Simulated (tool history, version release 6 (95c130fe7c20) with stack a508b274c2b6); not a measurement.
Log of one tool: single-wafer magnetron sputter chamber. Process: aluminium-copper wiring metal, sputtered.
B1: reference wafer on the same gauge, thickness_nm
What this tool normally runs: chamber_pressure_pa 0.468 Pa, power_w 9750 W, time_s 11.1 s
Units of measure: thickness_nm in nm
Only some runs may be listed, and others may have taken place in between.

run 1 hour=0.0 | chamber_pressure_pa=0.468 power_w=9750 time_s=11.1 | B1=172.682 | thickness_nm=195.860
run 2 hour=6.0 | chamber_pressure_pa=0.468 power_w=9750 time_s=11.1 | B1=172.958 | thickness_nm=195.819
-- hour=7.2 gauge calibrated
-- hour=17.2 sputter target and shields replaced
run 3 hour=22.4 | chamber_pressure_pa=0.468 power_w=9750 time_s=11.1 | B1=173.154 | thickness_nm=205.645
run 4 hour=35.3 | chamber_pressure_pa=0.468 power_w=9750 time_s=11.1 | B1=172.843 | thickness_nm=205.168
run 5 hour=79.9 | chamber_pressure_pa=0.468 power_w=9750 time_s=11.1 | B1=173.330 | thickness_nm=206.136
run 6 hour=119.0 | chamber_pressure_pa=0.468 power_w=9750 time_s=11.1 | B1=172.629 | thickness_nm=203.800
run 7 hour=126.7 | chamber_pressure_pa=0.468 power_w=9750 time_s=11.1 | B1=172.732 | thickness_nm=203.698
run 8 hour=155.5 | chamber_pressure_pa=0.468 power_w=9750 time_s=11.1 | B1=172.957 | thickness_nm=200.442
run 9 hour=173.2 | chamber_pressure_pa=0.468 power_w=9750 time_s=11.1 | B1=172.876 | thickness_nm=199.717
run 10 hour=184.3 | chamber_pressure_pa=0.468 power_w=9750 time_s=11.1 | B1=172.777 | thickness_nm=199.611
run 11 hour=201.7 | chamber_pressure_pa=0.468 power_w=8050 time_s=11.1 | B1=173.248 | thickness_nm=163.510
run 12 hour=216.8 | chamber_pressure_pa=0.468 power_w=8050 time_s=11.1 | B1=173.034 | thickness_nm=161.974
run 13 hour=224.5 | chamber_pressure_pa=0.468 power_w=9750 time_s=11.1 | B1=173.289 | thickness_nm=195.042
run 14 hour=239.1 | chamber_pressure_pa=0.468 power_w=9750 time_s=11.1 | B1=172.906 | thickness_nm=193.752
-- hour=253.8 sputter target and shields replaced
run 15 hour=254.8 | chamber_pressure_pa=0.597 power_w=12100 time_s=11.1 | B1=173.029 | thickness_nm=236.111
-- hour=276.9 magnet pack replaced, of another model than before
run 16 hour=277.4 | chamber_pressure_pa=0.420 power_w=11100 time_s=12.0 | B1=173.020 | thickness_nm=257.791
run 17 hour=286.0 | chamber_pressure_pa=0.516 power_w=7950 time_s=12.0 | B1=172.883 | thickness_nm=177.624
run 18 hour=339.0 | chamber_pressure_pa=0.596 power_w=11300 time_s=9.6 | B1=173.286 | thickness_nm=194.223
-- hour=347.5 gauge calibrated
run 19 hour=349.8 | chamber_pressure_pa=0.468 power_w=9750 time_s=11.1 | B1=173.166 | thickness_nm=201.878
-- hour=366.2 capacitance manometer re-zeroed and calibrated
run 20 hour=366.7 | chamber_pressure_pa=0.468 power_w=8850 time_s=9.3 | B1=172.523 | thickness_nm=154.398
run 21 hour=375.1 | chamber_pressure_pa=0.468 power_w=7800 time_s=10.3 | B1=172.966 | thickness_nm=149.975
run 22 hour=388.3 | chamber_pressure_pa=0.650 power_w=9750 time_s=9.4 | B1=173.117 | thickness_nm=157.668
run 23 hour=394.4 | chamber_pressure_pa=0.292 power_w=11650 time_s=11.1 | B1=173.180 | thickness_nm=257.288
run 24 hour=404.0 | chamber_pressure_pa=0.402 power_w=10500 time_s=11.1 | B1=173.201 | thickness_nm=221.031
run 25 hour=410.5 | chamber_pressure_pa=0.527 power_w=11250 time_s=9.8 | B1=172.841 | thickness_nm=197.627
run 26 hour=417.2 | chamber_pressure_pa=0.468 power_w=9750 time_s=11.1 | B1=172.698 | thickness_nm=200.384
run 27 hour=427.6 | chamber_pressure_pa=0.468 power_w=9750 time_s=11.1 | B1=173.218 | thickness_nm=198.087
run 28 hour=448.1 | chamber_pressure_pa=0.468 power_w=9750 time_s=11.1 | B1=173.009 | thickness_nm=197.674
run 29 hour=464.5 | chamber_pressure_pa=0.468 power_w=9750 time_s=13.2 | B1=173.023 | thickness_nm=232.148

Below are 5 alternative next runs, each starting from the tool's condition after run 29. Predict each:
run A hour=464.9 | chamber_pressure_pa=0.468 power_w=10700 time_s=11.1 | B1=? | thickness_nm=?
run B hour=464.9 | chamber_pressure_pa=0.325 power_w=8500 time_s=10.0 | B1=? | thickness_nm=?
run C hour=464.9 | chamber_pressure_pa=0.363 power_w=7350 time_s=13.1 | B1=? | thickness_nm=?
run D hour=464.9 | chamber_pressure_pa=0.537 power_w=9750 time_s=11.1 | B1=? | thickness_nm=?
run E hour=464.9 | chamber_pressure_pa=0.609 power_w=7400 time_s=9.0 | B1=? | thickness_nm=?

run=A B1=172.708 thickness_nm=213.394
run=B B1=172.708 thickness_nm=162.187
run=C B1=172.708 thickness_nm=180.782
run=D B1=172.708 thickness_nm=188.980
run=E B1=172.708 thickness_nm=112.924
Without the tool's hidden state the same runs would have given:
run=A thickness_nm=225.771
run=B thickness_nm=171.594
run=C thickness_nm=191.267
run=D thickness_nm=199.941
run=E thickness_nm=119.474

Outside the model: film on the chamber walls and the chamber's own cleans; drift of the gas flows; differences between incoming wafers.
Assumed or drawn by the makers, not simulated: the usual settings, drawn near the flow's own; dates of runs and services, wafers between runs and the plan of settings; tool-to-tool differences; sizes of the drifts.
